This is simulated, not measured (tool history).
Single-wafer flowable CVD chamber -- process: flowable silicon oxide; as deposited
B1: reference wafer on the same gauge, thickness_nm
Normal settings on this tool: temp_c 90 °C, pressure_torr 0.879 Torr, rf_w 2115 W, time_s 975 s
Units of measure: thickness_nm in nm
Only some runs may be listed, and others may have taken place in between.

run 1 hour=0.0 | temp_c=90 pressure_torr=0.879 rf_w=1915 time_s=1104 | B1=1153.457 | thickness_nm=1149.956
run 2 hour=58.6 | temp_c=90 pressure_torr=0.879 rf_w=1915 time_s=1104 | B1=1150.345 | thickness_nm=1137.961
-- hour=77.0 gauge calibrated
run 3 hour=94.1 | temp_c=90 pressure_torr=0.879 rf_w=1915 time_s=1104 | B1=1148.467 | thickness_nm=1153.536
run 4 hour=160.1 | temp_c=90 pressure_torr=0.879 rf_w=2115 time_s=845 | B1=1149.638 | thickness_nm=909.549
run 5 hour=216.0 | temp_c=90 pressure_torr=0.879 rf_w=2115 time_s=845 | B1=1150.199 | thickness_nm=922.191
-- hour=272.5 RF generator calibrated
run 6 hour=280.3 | temp_c=90 pressure_torr=0.879 rf_w=2115 time_s=1055 | B1=1151.352 | thickness_nm=1137.408
-- hour=297.1 thermocouple changed; heater temperature recalibrated
run 7 hour=306.3 | temp_c=90 pressure_torr=0.948 rf_w=2115 time_s=975 | B1=1152.003 | thickness_nm=1136.682
run 8 hour=376.6 | temp_c=90 pressure_torr=0.879 rf_w=1980 time_s=1041 | B1=1147.431 | thickness_nm=1122.834
-- hour=391.5 capacitance manometer re-zeroed and calibrated
run 9 hour=401.8 | temp_c=90 pressure_torr=0.879 rf_w=2115 time_s=784 | B1=1151.008 | thickness_nm=797.025
-- hour=440.3 gauge calibrated
run 10 hour=470.5 | temp_c=90 pressure_torr=0.879 rf_w=2115 time_s=894 | B1=1150.811 | thickness_nm=903.518
run 11 hour=517.1 | temp_c=90 pressure_torr=0.879 rf_w=2390 time_s=975 | B1=1149.946 | thickness_nm=1012.323
-- hour=546.6 showerhead replaced
run 12 hour=547.1 | temp_c=90 pressure_torr=0.937 rf_w=2115 time_s=879 | B1=1150.319 | thickness_nm=955.984
run 13 hour=598.0 | temp_c=90 pressure_torr=1.083 rf_w=2425 time_s=1139 | B1=1147.360 | thickness_nm=1459.090
run 14 hour=649.5 | temp_c=90 pressure_torr=0.879 rf_w=2115 time_s=975 | B1=1151.939 | thickness_nm=992.408
run 15 hour=706.4 | temp_c=90 pressure_torr=0.879 rf_w=2115 time_s=975 | B1=1150.530 | thickness_nm=991.514

Below are 4 alternative next runs, each starting from the tool's condition after run 15. Predict each:
run A hour=707.1 | temp_c=90 pressure_torr=0.969 rf_w=2115 time_s=975 | B1=? | thickness_nm=?
run B hour=707.1 | temp_c=90 pressure_torr=0.989 rf_w=2115 time_s=801 | B1=? | thickness_nm=?
run C hour=707.1 | temp_c=77 pressure_torr=0.879 rf_w=1830 time_s=975 | B1=? | thickness_nm=?
run D hour=707.1 | temp_c=90 pressure_torr=0.769 rf_w=2115 time_s=975 | B1=? | thickness_nm=?

run=A B1=1150.882 thickness_nm=1096.974
run=B B1=1150.882 thickness_nm=919.708
run=C B1=1150.882 thickness_nm=1352.416
run=D B1=1150.882 thickness_nm=870.823
With no hidden state in the tool, these same runs would have given:
run=A thickness_nm=1091.510
run=B thickness_nm=915.127
run=C thickness_nm=1345.586
run=D thickness_nm=866.132
